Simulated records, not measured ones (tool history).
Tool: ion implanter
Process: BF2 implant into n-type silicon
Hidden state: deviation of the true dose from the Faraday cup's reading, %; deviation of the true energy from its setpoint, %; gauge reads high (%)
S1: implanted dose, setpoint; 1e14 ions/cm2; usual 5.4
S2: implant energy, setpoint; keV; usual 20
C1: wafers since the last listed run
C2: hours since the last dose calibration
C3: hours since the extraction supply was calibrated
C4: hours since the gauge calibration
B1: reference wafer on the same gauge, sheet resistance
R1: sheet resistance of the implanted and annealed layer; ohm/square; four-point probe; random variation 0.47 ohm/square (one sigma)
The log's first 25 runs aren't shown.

{"run": 26, "hour": 1214.5, "S1": 5.81, "S2": 15, "C1": 945, "C2": 422.6, "C3": 5062.5, "C4": 672.1, "B1": 322.97, "R1": 347.05}
{"hour": 1235.7, "done": "extraction supply calibrated"}
{"run": 27, "hour": 1314.9, "S1": 6.94, "S2": 13.5, "C1": 1534, "C2": 523, "C3": 79.2, "C4": 772.5, "B1": 323.03, "R1": 337.2}
{"run": 28, "hour": 1370.1, "S1": 5.82, "S2": 20, "C1": 916, "C2": 578.2, "C3": 134.4, "C4": 827.7, "B1": 323.02, "R1": 303.08}
{"run": 29, "hour": 1413.2, "S1": 5.4, "S2": 20, "C1": 715, "C2": 621.3, "C3": 177.5, "C4": 870.8, "B1": 323.05, "R1": 313.52}
{"run": 30, "hour": 1457.8, "S1": 4.69, "S2": 24.5, "C1": 740, "C2": 665.9, "C3": 222.1, "C4": 915.4, "B1": 322.93, "R1": 321.17}
{"run": 31, "hour": 1517.4, "S1": 4.81, "S2": 25.5, "C1": 989, "C2": 725.5, "C3": 281.7, "C4": 975, "B1": 323.01, "R1": 312.36}
{"run": 32, "hour": 1574.7, "S1": 4.35, "S2": 23, "C1": 951, "C2": 782.8, "C3": 339, "C4": 1032.3, "B1": 323, "R1": 343.18}
{"run": 33, "hour": 1623.2, "S1": 5.4, "S2": 16, "C1": 805, "C2": 831.3, "C3": 387.5, "C4": 1080.8, "B1": 323.07, "R1": 339.98}
{"run": 34, "hour": 1671.8, "S1": 6.33, "S2": 22, "C1": 807, "C2": 879.9, "C3": 436.1, "C4": 1129.4, "B1": 322.99, "R1": 280.12}
{"run": 35, "hour": 1716.5, "S1": 5.4, "S2": 20, "C1": 742, "C2": 924.6, "C3": 480.8, "C4": 1174.1, "B1": 323.01, "R1": 312.67}
{"run": 36, "hour": 1781.1, "S1": 4.15, "S2": 20, "C1": 1072, "C2": 989.2, "C3": 545.4, "C4": 1238.7, "B1": 322.96, "R1": 364.95}

Forecast each of these 5 alternatives for the next run:
{"run": "A", "hour": 1781.5, "S1": 5.4, "S2": 20, "C1": 6, "C2": 989.6, "C3": 545.8, "C4": 1239.1, "B1": "?", "R1": "?"}
{"run": "B", "hour": 1781.5, "S1": 4.18, "S2": 23, "C1": 6, "C2": 989.6, "C3": 545.8, "C4": 1239.1, "B1": "?", "R1": "?"}
{"run": "C", "hour": 1781.5, "S1": 4.88, "S2": 25, "C1": 6, "C2": 989.6, "C3": 545.8, "C4": 1239.1, "B1": "?", "R1": "?"}
{"run": "D", "hour": 1781.5, "S1": 6.52, "S2": 26, "C1": 6, "C2": 989.6, "C3": 545.8, "C4": 1239.1, "B1": "?", "R1": "?"}
{"run": "E", "hour": 1781.5, "S1": 4.91, "S2": 25.5, "C1": 6, "C2": 989.6, "C3": 545.8, "C4": 1239.1, "B1": "?", "R1": "?"}

run=A B1=323.03 R1=313.57
run=B B1=323.03 R1=352.6
run=C B1=323.03 R1=310.38
run=D B1=323.03 R1=258.7
run=E B1=323.03 R1=307.48
Without the tool's hidden state the same runs would have given:
run=A R1=314.64
run=B R1=355.64
run=C R1=312.65
run=D R1=259.42
run=E R1=309.77
